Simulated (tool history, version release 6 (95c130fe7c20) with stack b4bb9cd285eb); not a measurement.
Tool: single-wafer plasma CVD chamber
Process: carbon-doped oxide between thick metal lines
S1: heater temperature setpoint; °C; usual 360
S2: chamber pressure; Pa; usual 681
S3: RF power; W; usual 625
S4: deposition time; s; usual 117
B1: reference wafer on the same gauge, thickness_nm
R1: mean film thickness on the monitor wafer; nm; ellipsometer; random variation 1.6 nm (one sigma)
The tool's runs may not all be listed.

{"run": 1, "day": 0.0, "S1": 360, "S2": 681, "S3": 625, "S4": 117, "B1": 759.081, "R1": 628.597}
{"run": 2, "day": 0.808, "S1": 360, "S2": 681, "S3": 625, "S4": 117, "B1": 759.157, "R1": 626.734}
{"run": 3, "day": 1.508, "S1": 360, "S2": 681, "S3": 625, "S4": 117, "B1": 758.768, "R1": 629.586}
{"run": 4, "day": 2.642, "S1": 360, "S2": 681, "S3": 625, "S4": 117, "B1": 759.266, "R1": 625.861}
{"run": 5, "day": 4.075, "S1": 356, "S2": 681, "S3": 625, "S4": 117, "B1": 759.29, "R1": 633.207}
{"run": 6, "day": 4.667, "S1": 360, "S2": 681, "S3": 625, "S4": 117, "B1": 758.61, "R1": 622.719}
{"run": 7, "day": 5.388, "S1": 360, "S2": 735, "S3": 625, "S4": 107, "B1": 758.628, "R1": 577.082}
{"run": 8, "day": 6.133, "S1": 360, "S2": 735, "S3": 625, "S4": 107, "B1": 759.105, "R1": 577.895}
{"day": 6.65, "done": "RF generator calibrated"}
{"run": 9, "day": 7.2, "S1": 360, "S2": 735, "S3": 625, "S4": 107, "B1": 759.079, "R1": 602.878}
{"run": 10, "day": 7.812, "S1": 360, "S2": 681, "S3": 625, "S4": 117, "B1": 758.952, "R1": 656.783}
{"run": 11, "day": 8.592, "S1": 348, "S2": 780, "S3": 595, "S4": 133, "B1": 759.332, "R1": 753.17}
{"day": 9.362, "done": "gauge calibrated"}
{"run": 12, "day": 9.621, "S1": 360, "S2": 681, "S3": 625, "S4": 117, "B1": 758.789, "R1": 652.351}
{"day": 10.146, "done": "showerhead replaced"}
{"run": 13, "day": 10.575, "S1": 360, "S2": 735, "S3": 625, "S4": 107, "B1": 758.72, "R1": 602.118}
{"run": 14, "day": 11.271, "S1": 360, "S2": 764, "S3": 515, "S4": 117, "B1": 759.163, "R1": 578.307}
{"day": 12.25, "done": "capacitance manometer re-zeroed and calibrated"}
{"run": 15, "day": 12.271, "S1": 365, "S2": 572, "S3": 540, "S4": 128, "B1": 758.255, "R1": 630.847}
{"run": 16, "day": 13.429, "S1": 373, "S2": 599, "S3": 705, "S4": 104, "B1": 759.469, "R1": 601.507}
{"day": 15.125, "done": "thermocouple changed; heater temperature recalibrated"}
{"run": 17, "day": 15.375, "S1": 373, "S2": 681, "S3": 625, "S4": 117, "B1": 758.698, "R1": 628.441}
{"run": 18, "day": 16.2, "S1": 360, "S2": 681, "S3": 515, "S4": 136, "B1": 758.782, "R1": 663.57}
{"run": 19, "day": 17.133, "S1": 360, "S2": 681, "S3": 625, "S4": 117, "B1": 759.306, "R1": 649.434}
{"run": 20, "day": 17.683, "S1": 366, "S2": 681, "S3": 685, "S4": 98, "B1": 759.168, "R1": 569.244}
{"run": 21, "day": 18.938, "S1": 360, "S2": 681, "S3": 625, "S4": 117, "B1": 759.238, "R1": 649.117}

What the log doesn't show, run by run:
wafer temperature above the value expected at the setpoint (K): 0 in every run
true pressure above the setpoint (%): 0 in every run
gauge reads high (%): 0 in every run
H1: delivered RF power above the setpoint (%)
run=1 H1=-7.25
run=2 H1=-7.33
run=3 H1=-7.4
run=4 H1=-7.52
run=5 H1=-7.67
run=6 H1=-7.73
run=7 H1=-7.81
run=8 H1=-7.88
run=9 H1=-1.2
run=10 H1=-1.26
run=11 H1=-1.35
run=12 H1=-1.45
run=13 H1=-1.55
run=14 H1=-1.63
run=15 H1=-1.73
run=16 H1=-1.85
run=17 H1=-2.05
run=18 H1=-2.14
run=19 H1=-2.24
run=20 H1=-2.29
run=21 H1=-2.42
